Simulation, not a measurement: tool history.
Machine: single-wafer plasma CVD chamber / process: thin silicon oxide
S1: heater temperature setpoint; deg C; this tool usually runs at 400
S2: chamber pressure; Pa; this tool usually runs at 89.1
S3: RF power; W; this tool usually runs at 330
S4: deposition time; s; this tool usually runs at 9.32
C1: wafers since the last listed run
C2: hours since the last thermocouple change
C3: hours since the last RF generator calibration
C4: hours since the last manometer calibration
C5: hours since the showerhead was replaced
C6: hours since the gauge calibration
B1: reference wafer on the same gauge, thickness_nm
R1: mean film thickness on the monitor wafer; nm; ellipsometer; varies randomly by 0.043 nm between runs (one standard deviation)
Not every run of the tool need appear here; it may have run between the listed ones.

run    hour   S1     S2   S3     S4    C1      C2      C3      C4      C5     C6      B1      R1
  1       0  400   89.1  330   9.32     0   979.9    1147  1793.5  3315.4  636.3  12.599  14.386
  2    39.9  400   89.1  330   9.32   844  1019.8  1186.9  1833.4  3355.3  676.2  12.607  14.393
  3   101.2  409   89.1  330   9.32  1297  1081.1  1248.2  1894.7  3416.6  737.5  12.591  14.285
      126.6  -- gauge calibrated
  4   144.3  409   89.1  330   9.32   912  1124.2  1291.3  1937.8  3459.7   17.7  12.611  14.304
  5   173.3  409   89.1  330   9.32   613  1153.2  1320.3  1966.8  3488.7   46.7  12.599  14.362
  6   210.5  400   89.1  330   9.32   787  1190.4  1357.5    2004  3525.9   83.9  12.596  14.336
  7   237.1  400   89.1  330   9.32   563    1217  1384.1  2030.6  3552.5  110.5    12.6  14.407
  8   286.7  400   89.1  330   9.32  1050  1266.6  1433.7  2080.2  3602.1  160.1  12.585  14.308
  9     486  400   89.1  330   9.32  4219  1465.9    1633  2279.5  3801.4  359.4  12.608  14.353
 10   549.1  400   89.1  330   9.32  1335    1529  1696.1  2342.6  3864.5  422.5  12.597  14.317
 11   582.1  400   89.1  330  10.51   698    1562  1729.1  2375.6  3897.5  455.5  12.583  16.129
      619.2  -- showerhead replaced
      627.9  -- RF generator calibrated
 12     653  400   89.1  330  10.51  1162  1632.9    25.1  2446.5    33.8  526.4  12.606  15.677
 13   700.5  394   89.1  370   9.91  1005  1680.4    72.6    2494    81.3  573.9    12.6  15.696
 14   727.4  400   89.1  265  11.06   569  1707.3    99.5  2520.9   108.2  600.8  12.602  14.547
      748.5  -- thermocouple changed; heater temperature recalibrated
      773.5  -- RF generator calibrated, repeated, since the last time left the tool worse
 15     774  400  110.3  330   7.68   647    25.5     0.5  2567.5   154.8  647.4  12.603  13.908
      817.6  -- capacitance manometer re-zeroed and calibrated
 16   835.1  400   89.1  330   9.32  1124    86.6    61.6    17.5   215.9  708.5   12.61  14.611
 17   863.4  392   77.5  330   10.4   599   114.9    89.9    45.8   244.2  736.8  12.603  14.877
      866.9  -- gauge calibrated
 18   899.9  406   89.1  365   9.32   772   151.4   126.4    82.3   280.7     33  12.588  15.234
 19   930.5  400  104.8  395  10.42   647     182     157   112.9   311.3   63.6  12.598  19.789
 20   987.5  414   77.2  280  10.16  1206     239     214   169.9   368.3  120.6  12.602   13.22
 21  1039.6  392   89.1  380  10.22  1103   291.1   266.1     222   420.4  172.7   12.59  17.154
 22  1080.1  400   89.1  330   9.32   857   331.6   306.6   262.5   460.9  213.2  12.612  14.563
 23  1121.2  400   89.1  330   9.32   870   372.7   347.7   303.6     502  254.3  12.604   14.56
 24  1159.8  409   98.1  330   7.71   817   411.3   386.3   342.2   540.6  292.9   12.59  12.803
 25  1192.4  400   89.1  330   9.32   690   443.9   418.9   374.8   573.2  325.5  12.596  14.578

A few steps of R1 between consecutive runs. Split each: what settings, incoming material and random variation would produce without the hidden state, and what is left over for the hidden state, along with gauge scatter present in only one of the two compared results (measured, and without hidden state):
What the log doesn't record here: wafer temperature above the value expected at the setpoint (K); delivered RF power above the setpoint (%); true pressure above the setpoint (%); gauge reads high (%).
Run 11 -> 12: showerhead replaced, RF generator calibrated. R1 -0.452 nm: hidden state -0.424, all else -0.028.
Run 14 -> 15: S2 89.1 -> 110.3, S3 265 -> 330, S4 11.06 -> 7.68, thermocouple changed; heater temperature recalibrated, RF generator calibrated, repeated, since the last time left the tool worse. R1 -0.639 nm: hidden state +0.893, all else -1.532.
Run 18 -> 19: S1 406 -> 400, S2 89.1 -> 104.8, S3 365 -> 395, S4 9.32 -> 10.42. R1 +4.555 nm: hidden state -0.031, all else +4.586.
Run 19 -> 20: S1 400 -> 414, S2 104.8 -> 77.2, S3 395 -> 280, S4 10.42 -> 10.16. R1 -6.569 nm: hidden state +0.008, all else -6.577.
